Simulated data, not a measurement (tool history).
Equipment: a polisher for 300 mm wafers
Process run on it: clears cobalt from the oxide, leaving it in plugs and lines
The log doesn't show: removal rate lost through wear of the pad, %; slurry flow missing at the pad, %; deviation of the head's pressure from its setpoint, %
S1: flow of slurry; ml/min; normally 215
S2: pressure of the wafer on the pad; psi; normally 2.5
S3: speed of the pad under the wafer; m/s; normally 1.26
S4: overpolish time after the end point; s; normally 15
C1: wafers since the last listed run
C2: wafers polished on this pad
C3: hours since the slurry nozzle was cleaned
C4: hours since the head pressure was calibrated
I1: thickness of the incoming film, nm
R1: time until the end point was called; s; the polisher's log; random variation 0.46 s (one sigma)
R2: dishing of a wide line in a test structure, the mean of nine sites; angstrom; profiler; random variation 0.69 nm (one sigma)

run 1 hour=0 | S1=165 S2=2.5 S3=1.26 S4=15 | C1=0 C2=187 C3=369.2 C4=774.7 | I1=201 | R1=27 R2=544
run 2 hour=8.3 | S1=165 S2=2.5 S3=1.26 S4=15 | C1=92 C2=280 C3=377.5 C4=783 | I1=198 | R1=26.9 R2=551
run 3 hour=25 | S1=215 S2=2.5 S3=1.26 S4=15 | C1=186 C2=466 C3=394.2 C4=799.7 | I1=197.1 | R1=25.6 R2=550
run 4 hour=32.1 | S1=215 S2=2.5 S3=1.26 S4=15 | C1=79 C2=545 C3=401.3 C4=806.8 | I1=198 | R1=26.4 R2=539
run 5 hour=41.5 | S1=215 S2=2.5 S3=1.26 S4=15 | C1=104 C2=650 C3=410.7 C4=816.2 | I1=200.2 | R1=26.5 R2=561
run 6 hour=55.1 | S1=215 S2=2.5 S3=1.26 S4=15 | C1=151 C2=802 C3=424.3 C4=829.8 | I1=201.5 | R1=27.3 R2=544
run 7 hour=67.4 | S1=215 S2=2.5 S3=1.44 S4=15 | C1=137 C2=939 C3=436.6 C4=842.1 | I1=202.2 | R1=23.4 R2=573
run 8 hour=81.4 | S1=215 S2=2.5 S3=1.44 S4=15 | C1=156 C2=1095 C3=450.6 C4=856.1 | I1=197.5 | R1=23.5 R2=568
run 9 hour=90 | S1=215 S2=2.5 S3=1.44 S4=15 | C1=95 C2=1191 C3=459.2 C4=864.7 | I1=197.2 | R1=23.5 R2=583
-- hour=99.8 worn pad replaced by a new one, of another model than before
run 10 hour=140.9 | S1=215 S2=2.5 S3=1.26 S4=15 | C1=522 C2=458 C3=510.1 C4=915.6 | I1=200.7 | R1=26.5 R2=555
run 11 hour=153.6 | S1=215 S2=2.5 S3=1.26 S4=15 | C1=141 C2=599 C3=522.8 C4=928.3 | I1=200.8 | R1=26.7 R2=552
run 12 hour=163.4 | S1=240 S2=2.5 S3=1.42 S4=15 | C1=109 C2=709 C3=532.6 C4=938.1 | I1=196.6 | R1=23.3 R2=579
run 13 hour=177.4 | S1=215 S2=2.5 S3=1.46 S4=15 | C1=156 C2=865 C3=546.6 C4=952.1 | I1=202 | R1=24.1 R2=577
-- hour=190.5 head pressure recalibrated
-- hour=196.8 slurry nozzle cleaned
-- hour=197.6 worn pad replaced by a new one
run 14 hour=198.1 | S1=215 S2=2.5 S3=1.26 S4=9 | C1=188 C2=5 C3=1.3 C4=7.6 | I1=201.9 | R1=25.1 R2=433
run 15 hour=206.6 | S1=215 S2=3.1 S3=1.26 S4=15 | C1=94 C2=100 C3=9.8 C4=16.1 | I1=201.4 | R1=23.3 R2=589
run 16 hour=217.6 | S1=215 S2=2.5 S3=1.26 S4=15 | C1=122 C2=222 C3=20.8 C4=27.1 | I1=197.2 | R1=25.1 R2=559
run 17 hour=248.8 | S1=215 S2=2.5 S3=1.26 S4=22 | C1=347 C2=570 C3=52 C4=58.3 | I1=203.5 | R1=26.3 R2=636
run 18 hour=265 | S1=215 S2=2.5 S3=1.26 S4=15 | C1=180 C2=751 C3=68.2 C4=74.5 | I1=199.5 | R1=26.5 R2=539
run 19 hour=274.5 | S1=215 S2=2.5 S3=1.02 S4=15 | C1=105 C2=856 C3=77.7 C4=84 | I1=203.1 | R1=30.4 R2=521

Run 20 is up next; what results do you expect?
run 20 hour=293.3 | S1=170 S2=3 S3=1.26 S4=15 | C1=209 C2=1066 C3=96.5 C4=102.8 | I1=199.1 | R1=? R2=?

Run 20 came out at R1 25.1 s, R2 562 angstrom.
Were there no unlogged condition in the tool, this run, its random variation unchanged, would have produced R1 23.4 s, R2 578 angstrom.
